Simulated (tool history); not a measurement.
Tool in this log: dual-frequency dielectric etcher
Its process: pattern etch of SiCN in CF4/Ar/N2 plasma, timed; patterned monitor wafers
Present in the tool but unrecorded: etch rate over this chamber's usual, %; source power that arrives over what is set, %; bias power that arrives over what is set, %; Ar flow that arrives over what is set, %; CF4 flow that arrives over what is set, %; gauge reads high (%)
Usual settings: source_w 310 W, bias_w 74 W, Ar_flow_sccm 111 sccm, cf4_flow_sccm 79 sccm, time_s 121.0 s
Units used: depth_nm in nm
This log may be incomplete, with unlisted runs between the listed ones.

run	hour	source_w	bias_w	Ar_flow_sccm	cf4_flow_sccm	time_s	wafers since the last listed run	hours since the last wet clean	hours since the last source power generator calibration	hours since the last bias power generator calibration	hours since the last Ar flow controller change	hours since the last CF4 flow controller change	hours since the last upper electrode change	hours since the gauge calibration	read-back reference wafer on the same gauge, depth_nm	depth_nm
1	0.0	310	74	111	79	149.5	0	323.9	2659.4	1070.0	1520.5	530.7	2038.0	1673.2	98.5	102.4
2	101.1	310	74	111	79	149.5	1031	425.0	2760.5	1171.1	1621.6	631.8	2139.1	1774.3	98.5	102.6
# hour 111.0: source power generator calibrated
3	167.4	310	74	111	79	111.5	635	491.3	56.4	1237.4	1687.9	698.1	2205.4	1840.6	98.5	76.6
# hour 236.8: wet clean of the chamber
4	254.8	310	74	111	79	111.5	647	18.0	143.8	1324.8	1775.3	785.5	2292.8	1928.0	98.4	76.4
5	297.3	310	74	111	79	111.5	433	60.5	186.3	1367.3	1817.8	828.0	2335.3	1970.5	98.5	75.7
# hour 371.5: upper electrode replaced, of another model than before
6	386.1	290	67	111	79	121.0	661	149.3	275.1	1456.1	1906.6	916.8	14.6	2059.3	98.5	76.7
7	455.0	290	67	111	79	121.0	703	218.2	344.0	1525.0	1975.5	985.7	83.5	2128.2	98.5	76.7
8	557.1	310	74	111	79	121.0	1041	320.3	446.1	1627.1	2077.6	1087.8	185.6	2230.3	98.5	83.0
9	629.9	360	74	111	70	140.5	742	393.1	518.9	1699.9	2150.4	1160.6	258.4	2303.1	98.5	100.9
# hour 750.3: bias power generator calibrated
# hour 865.2: wet clean of the chamber
10	882.9	290	74	111	98	104.0	2296	17.7	771.9	132.6	2403.4	1413.6	511.4	2556.1	98.5	72.2
11	931.8	340	66	126	79	121.0	499	66.6	820.8	181.5	2452.3	1462.5	560.3	2605.0	98.5	81.5
12	990.8	310	74	111	79	121.0	602	125.6	879.8	240.5	2511.3	1521.5	619.3	2664.0	98.6	83.3
# hour 1022.8: CF4 flow controller replaced
13	1059.6	310	63	135	79	121.0	640	194.4	948.6	309.3	2580.1	36.8	688.1	2732.8	98.5	74.6
# hour 1137.0: gauge calibrated
# hour 1168.8: Ar flow controller replaced
14	1169.3	280	69	94	79	121.0	1058	304.1	1058.3	419.0	0.5	146.5	797.8	32.3	98.6	76.6
15	1201.6	310	91	111	69	149.5	329	336.4	1090.6	451.3	32.8	178.8	830.1	64.6	98.5	111.0
16	1265.1	310	67	111	79	121.0	648	399.9	1154.1	514.8	96.3	242.3	893.6	128.1	98.5	78.2
17	1361.3	310	86	127	79	121.0	981	496.1	1250.3	611.0	192.5	338.5	989.8	224.3	98.5	87.7
18	1424.0	310	85	111	95	121.0	639	558.8	1313.0	673.7	255.2	401.2	1052.5	287.0	98.5	91.0
# hour 1468.5: wet clean of the chamber
19	1469.0	250	59	128	79	151.0	214	0.5	1358.0	718.7	300.2	446.2	1097.5	332.0	98.5	82.2
20	1509.2	310	74	111	79	149.5	410	40.7	1398.2	758.9	340.4	486.4	1137.7	372.2	98.6	101.8
21	1565.5	310	74	111	72	133.5	574	97.0	1454.5	815.2	396.7	542.7	1194.0	428.5	98.4	89.1
22	1646.0	310	74	111	79	121.0	821	177.5	1535.0	895.7	477.2	623.2	1274.5	509.0	98.5	82.6

Below, some changes in depth_nm between adjacent runs. For each, the amount present without the hidden state too (settings, incoming material, random variation) and the amount remaining for the hidden state with gauge scatter not shared by both compared results:
Run 8 -> 9: source_w 310 -> 360, cf4_flow_sccm 79 -> 70, time_s 121.0 -> 140.5. depth_nm +17.9 nm: hidden state +0.3, all else +17.6.
Run 12 -> 13: bias_w 74 -> 63, Ar_flow_sccm 111 -> 135, CF4 flow controller replaced. depth_nm -8.7 nm: hidden state -1.1, all else -7.6.
Run 14 -> 15: source_w 280 -> 310, bias_w 69 -> 91, Ar_flow_sccm 94 -> 111, cf4_flow_sccm 79 -> 69, time_s 121.0 -> 149.5. depth_nm +34.4 nm: hidden state +0.1, all else +34.3.
Run 15 -> 16: bias_w 91 -> 67, cf4_flow_sccm 69 -> 79, time_s 149.5 -> 121.0. depth_nm -32.8 nm: hidden state -0.1, all else -32.7.
